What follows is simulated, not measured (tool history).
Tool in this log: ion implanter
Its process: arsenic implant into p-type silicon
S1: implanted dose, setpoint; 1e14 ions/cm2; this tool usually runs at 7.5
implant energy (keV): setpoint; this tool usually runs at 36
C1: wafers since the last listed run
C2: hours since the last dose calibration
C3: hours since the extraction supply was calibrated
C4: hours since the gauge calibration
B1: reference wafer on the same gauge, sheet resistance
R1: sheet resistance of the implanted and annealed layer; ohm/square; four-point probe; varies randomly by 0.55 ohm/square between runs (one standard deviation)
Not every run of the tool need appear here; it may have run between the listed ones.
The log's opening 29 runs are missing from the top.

{"run": 30, "hour": 873.1, "S1": 7.5, "implant energy (keV)": 27, "C1": 402, "C2": 151.1, "C3": 560.2, "C4": 225.6, "B1": 140.04, "R1": 146.55}
{"run": 31, "hour": 899.0, "S1": 6.4, "implant energy (keV)": 45.5, "C1": 455, "C2": 177, "C3": 586.1, "C4": 251.5, "B1": 139.86, "R1": 151.13}
{"run": 32, "hour": 927.0, "S1": 7.5, "implant energy (keV)": 44.5, "C1": 492, "C2": 205, "C3": 614.1, "C4": 279.5, "B1": 139.97, "R1": 135.5}
{"run": 33, "hour": 956.5, "S1": 9.66, "implant energy (keV)": 36, "C1": 518, "C2": 234.5, "C3": 643.6, "C4": 309, "B1": 140.13, "R1": 116.67}
{"run": 34, "hour": 972.5, "S1": 7.5, "implant energy (keV)": 36, "C1": 281, "C2": 250.5, "C3": 659.6, "C4": 325, "B1": 139.93, "R1": 139.62}
{"run": 35, "hour": 994.8, "S1": 7.5, "implant energy (keV)": 36, "C1": 391, "C2": 272.8, "C3": 681.9, "C4": 347.3, "B1": 140.12, "R1": 139.72}
{"run": 36, "hour": 1020.1, "S1": 6.89, "implant energy (keV)": 47, "C1": 444, "C2": 298.1, "C3": 707.2, "C4": 372.6, "B1": 139.9, "R1": 144.64}
{"run": 37, "hour": 1038.4, "S1": 9.02, "implant energy (keV)": 32.5, "C1": 321, "C2": 316.4, "C3": 725.5, "C4": 390.9, "B1": 139.68, "R1": 124.3}
{"run": 38, "hour": 1065.6, "S1": 9.44, "implant energy (keV)": 27.5, "C1": 478, "C2": 343.6, "C3": 752.7, "C4": 418.1, "B1": 140.01, "R1": 124.73}

Alternative continuations, all from the tool just after run 38; predict every row:
{"run": "A", "hour": 1066.0, "S1": 7.5, "implant energy (keV)": 36, "C1": 7, "C2": 344, "C3": 753.1, "C4": 418.5, "B1": "?", "R1": "?"}
{"run": "B", "hour": 1066.0, "S1": 7.5, "implant energy (keV)": 42.5, "C1": 7, "C2": 344, "C3": 753.1, "C4": 418.5, "B1": "?", "R1": "?"}
{"run": "C", "hour": 1066.0, "S1": 7.5, "implant energy (keV)": 42, "C1": 7, "C2": 344, "C3": 753.1, "C4": 418.5, "B1": "?", "R1": "?"}

run=A B1=139.99 R1=140.18
run=B B1=139.99 R1=136.68
run=C B1=139.99 R1=136.92
The same runs, with their run-to-run variation unchanged, on a tool lacking any hidden condition would have given:
run=A R1=137.88
run=B R1=134.41
run=C R1=134.65

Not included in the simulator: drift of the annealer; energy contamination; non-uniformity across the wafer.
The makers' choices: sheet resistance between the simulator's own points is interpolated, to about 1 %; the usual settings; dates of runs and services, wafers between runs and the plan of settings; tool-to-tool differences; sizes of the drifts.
